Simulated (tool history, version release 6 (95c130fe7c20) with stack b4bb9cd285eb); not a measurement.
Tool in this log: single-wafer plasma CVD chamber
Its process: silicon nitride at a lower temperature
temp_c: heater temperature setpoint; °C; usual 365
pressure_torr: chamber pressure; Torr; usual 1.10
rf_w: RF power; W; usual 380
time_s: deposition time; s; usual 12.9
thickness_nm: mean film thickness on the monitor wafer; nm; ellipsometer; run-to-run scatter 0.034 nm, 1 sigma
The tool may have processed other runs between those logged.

| run | hour | temp_c | pressure_torr | rf_w | time_s | wafers since the last listed run | hours since the last thermocouple change | hours since the last RF generator calibration | hours since the last manometer calibration | hours since the showerhead was replaced | hours since the gauge calibration | read-back reference wafer on the same gauge, thickness_nm | thickness_nm |
|---|---|---|---|---|---|---|---|---|---|---|---|---|---|
| 1 | 0.0 | 365 | 1.10 | 380 | 12.9 | 0 | 1809.8 | 650.0 | 545.3 | 7859.6 | 819.4 | 16.257 | 15.014 |
| 2 | 39.2 | 365 | 1.10 | 380 | 12.9 | 955 | 1849.0 | 689.2 | 584.5 | 7898.8 | 858.6 | 16.261 | 15.017 |
| 3 | 80.7 | 365 | 1.10 | 380 | 12.9 | 1011 | 1890.5 | 730.7 | 626.0 | 7940.3 | 900.1 | 16.266 | 15.001 |
| 4 | 112.2 | 365 | 1.10 | 380 | 12.9 | 768 | 1922.0 | 762.2 | 657.5 | 7971.8 | 931.6 | 16.278 | 15.001 |
| 5 | 159.4 | 365 | 1.10 | 380 | 12.9 | 1150 | 1969.2 | 809.4 | 704.7 | 8019.0 | 978.8 | 16.274 | 15.031 |
| 6 | 220.2 | 365 | 1.10 | 380 | 12.9 | 1482 | 2030.0 | 870.2 | 765.5 | 8079.8 | 1039.6 | 16.286 | 15.033 |
| 7 | 283.4 | 365 | 1.10 | 380 | 12.9 | 1540 | 2093.2 | 933.4 | 828.7 | 8143.0 | 1102.8 | 16.281 | 15.047 |
| 8 | 345.9 | 365 | 1.17 | 380 | 12.9 | 1523 | 2155.7 | 995.9 | 891.2 | 8205.5 | 1165.3 | 16.284 | 15.209 |
| 9 | 390.0 | 365 | 1.10 | 380 | 12.9 | 1075 | 2199.8 | 1040.0 | 935.3 | 8249.6 | 1209.4 | 16.287 | 14.986 |
| 10 | 424.0 | 365 | 1.10 | 380 | 12.9 | 828 | 2233.8 | 1074.0 | 969.3 | 8283.6 | 1243.4 | 16.301 | 15.017 |
| 11 | 453.1 | 365 | 1.10 | 380 | 12.9 | 709 | 2262.9 | 1103.1 | 998.4 | 8312.7 | 1272.5 | 16.292 | 15.067 |
| 12 | 502.0 | 365 | 1.10 | 325 | 12.9 | 1192 | 2311.8 | 1152.0 | 1047.3 | 8361.6 | 1321.4 | 16.289 | 13.936 |
|  | 536.3 | thermocouple changed; heater temperature recalibrated |
|  | 556.6 | RF generator calibrated |
| 13 | 566.9 | 365 | 1.10 | 325 | 12.9 | 1192 | 30.6 | 10.3 | 1112.2 | 8426.5 | 1386.3 | 16.303 | 13.955 |
| 14 | 625.9 | 365 | 1.10 | 380 | 12.9 | 1438 | 89.6 | 69.3 | 1171.2 | 8485.5 | 1445.3 | 16.309 | 15.013 |
| 15 | 666.6 | 365 | 1.21 | 380 | 12.9 | 992 | 130.3 | 110.0 | 1211.9 | 8526.2 | 1486.0 | 16.298 | 15.460 |
| 16 | 723.0 | 350 | 1.29 | 425 | 14.9 | 1375 | 186.7 | 166.4 | 1268.3 | 8582.6 | 1542.4 | 16.320 | 19.199 |
| 17 | 766.2 | 365 | 1.10 | 340 | 12.9 | 1053 | 229.9 | 209.6 | 1311.5 | 8625.8 | 1585.6 | 16.315 | 14.241 |
|  | 789.2 | showerhead replaced |
|  | 839.6 | gauge calibrated |
|  | 957.1 | capacitance manometer re-zeroed and calibrated |
| 18 | 971.5 | 365 | 1.10 | 380 | 12.9 | 4615 | 435.2 | 414.9 | 14.4 | 182.3 | 131.9 | 16.068 | 14.786 |
| 19 | 1002.0 | 365 | 1.10 | 380 | 12.9 | 743 | 465.7 | 445.4 | 44.9 | 212.8 | 162.4 | 16.081 | 14.899 |
| 20 | 1040.5 | 365 | 0.99 | 380 | 12.9 | 938 | 504.2 | 483.9 | 83.4 | 251.3 | 200.9 | 16.083 | 14.452 |
| 21 | 1082.7 | 370 | 1.10 | 380 | 14.1 | 1028 | 546.4 | 526.1 | 125.6 | 293.5 | 243.1 | 16.106 | 16.204 |
| 22 | 1139.6 | 371 | 1.10 | 380 | 12.9 | 1387 | 603.3 | 583.0 | 182.5 | 350.4 | 300.0 | 16.121 | 14.842 |
| 23 | 1191.7 | 365 | 0.84 | 380 | 15.3 | 1270 | 655.4 | 635.1 | 234.6 | 402.5 | 352.1 | 16.148 | 16.449 |
| 24 | 1260.1 | 365 | 1.10 | 430 | 13.7 | 1667 | 723.8 | 703.5 | 303.0 | 470.9 | 420.5 | 16.152 | 16.803 |
| 25 | 1327.1 | 365 | 1.10 | 380 | 12.9 | 1633 | 790.8 | 770.5 | 370.0 | 537.9 | 487.5 | 16.180 | 14.921 |
| 26 | 1361.1 | 352 | 1.10 | 345 | 11.2 | 828 | 824.8 | 804.5 | 404.0 | 571.9 | 521.5 | 16.184 | 12.417 |
| 27 | 1399.3 | 365 | 0.95 | 380 | 11.9 | 931 | 863.0 | 842.7 | 442.2 | 610.1 | 559.7 | 16.191 | 13.231 |
| 28 | 1462.5 | 379 | 1.29 | 320 | 10.6 | 1540 | 926.2 | 905.9 | 505.4 | 673.3 | 622.9 | 16.204 | 11.730 |

5 options for the next run, each taken on its own from the tool as it stands now. Forecast them:
| A | 1462.9 | 365 | 1.10 | 380 | 12.9 | 9 | 926.6 | 906.3 | 505.8 | 673.7 | 623.3 | ? | ? |
| B | 1462.9 | 365 | 1.35 | 380 | 10.5 | 9 | 926.6 | 906.3 | 505.8 | 673.7 | 623.3 | ? | ? |
| C | 1462.9 | 370 | 1.10 | 380 | 12.9 | 9 | 926.6 | 906.3 | 505.8 | 673.7 | 623.3 | ? | ? |
| D | 1462.9 | 365 | 1.35 | 380 | 12.9 | 9 | 926.6 | 906.3 | 505.8 | 673.7 | 623.3 | ? | ? |
| E | 1462.9 | 365 | 1.10 | 380 | 14.1 | 9 | 926.6 | 906.3 | 505.8 | 673.7 | 623.3 | ? | ? |

| run | read-back reference wafer on the same gauge, thickness_nm | thickness_nm |
|---|---|---|
| A | 16.207 | 14.994 |
| B | 16.207 | 12.874 |
| C | 16.207 | 14.969 |
| D | 16.207 | 15.811 |
| E | 16.207 | 16.386 |
Stripped of hidden state, with their random variation kept, the same runs would have yielded:
| run | thickness_nm |
|---|---|
| A | 14.808 |
| B | 12.714 |
| C | 14.782 |
| D | 15.614 |
| E | 16.182 |
